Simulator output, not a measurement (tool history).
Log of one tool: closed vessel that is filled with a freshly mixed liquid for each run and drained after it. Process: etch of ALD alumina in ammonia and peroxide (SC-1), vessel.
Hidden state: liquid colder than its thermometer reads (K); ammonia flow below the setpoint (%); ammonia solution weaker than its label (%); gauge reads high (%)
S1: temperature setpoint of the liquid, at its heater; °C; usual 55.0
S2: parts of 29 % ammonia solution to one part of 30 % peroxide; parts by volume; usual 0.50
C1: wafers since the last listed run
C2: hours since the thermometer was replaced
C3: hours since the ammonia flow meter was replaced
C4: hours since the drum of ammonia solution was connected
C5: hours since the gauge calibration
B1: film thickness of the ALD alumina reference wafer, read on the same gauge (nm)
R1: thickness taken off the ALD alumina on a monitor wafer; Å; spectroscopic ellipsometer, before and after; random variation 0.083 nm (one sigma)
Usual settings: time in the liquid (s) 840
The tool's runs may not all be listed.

Run 1, hour 0.0: usual settings but S1 50.5 °C, time in the liquid (s) 625; C1 0; C2 1348.1; C3 1136.4; C4 854.6; C5 106.1; B1 59.95. Result: R1 211.3 Å.
Run 2, hour 12.9: usual settings but S1 50.5 °C, time in the liquid (s) 625; C1 879; C2 1361.0; C3 1149.3; C4 867.5; C5 119.0; B1 60.06. Result: R1 211.2 Å.
Run 3, hour 29.6: usual settings; C1 1138; C2 1377.7; C3 1166.0; C4 884.2; C5 135.7; B1 59.99. Result: R1 361.2 Å.
Run 4, hour 43.9: usual settings; C1 974; C2 1392.0; C3 1180.3; C4 898.5; C5 150.0; B1 59.94. Result: R1 362.1 Å.
Run 5, hour 57.8: usual settings; C1 947; C2 1405.9; C3 1194.2; C4 912.4; C5 163.9; B1 60.00. Result: R1 360.7 Å.
At hour 64.2: new drum of ammonia solution connected.
At hour 69.2: gauge calibrated.
Run 6, hour 73.5: usual settings but S1 61.0 °C; C1 1002; C2 1421.6; C3 1209.9; C4 9.3; C5 4.3; B1 59.99. Result: R1 497.5 Å.
Run 7, hour 85.9: usual settings but S1 61.0 °C; C1 845; C2 1434.0; C3 1222.3; C4 21.7; C5 16.7; B1 60.01. Result: R1 495.9 Å.
Run 8, hour 98.2: usual settings but S1 45.5 °C, time in the liquid (s) 355; C1 838; C2 1446.3; C3 1234.6; C4 34.0; C5 29.0; B1 59.99. Result: R1 89.2 Å.
Run 9, hour 116.1: usual settings but S1 47.5 °C, S2 0.60 parts by volume; C1 1220; C2 1464.2; C3 1252.5; C4 51.9; C5 46.9; B1 60.00. Result: R1 240.5 Å.
At hour 123.0: ammonia flow meter replaced.
Run 10, hour 128.6: usual settings but S1 47.5 °C, S2 0.70 parts by volume, time in the liquid (s) 1065; C1 783; C2 1476.7; C3 5.6; C4 64.4; C5 59.4; B1 59.97. Result: R1 310.7 Å.
Run 11, hour 139.3: usual settings but S1 63.0 °C, S2 0.45 parts by volume, time in the liquid (s) 350; C1 729; C2 1487.4; C3 16.3; C4 75.1; C5 70.1; B1 59.98. Result: R1 225.5 Å.

Forecast run 12:
At hour 146.3: thermometer replaced.
Run 12, hour 155.2: usual settings but S1 61.0 °C; C1 1015; C2 8.9; C3 32.2; C4 91.0; C5 86.0; B1 ?. Result: R1 ?.

B1: 59.99
R1: 562.8 Å
Without the tool's hidden state the same run would have given R1 568.2 Å.

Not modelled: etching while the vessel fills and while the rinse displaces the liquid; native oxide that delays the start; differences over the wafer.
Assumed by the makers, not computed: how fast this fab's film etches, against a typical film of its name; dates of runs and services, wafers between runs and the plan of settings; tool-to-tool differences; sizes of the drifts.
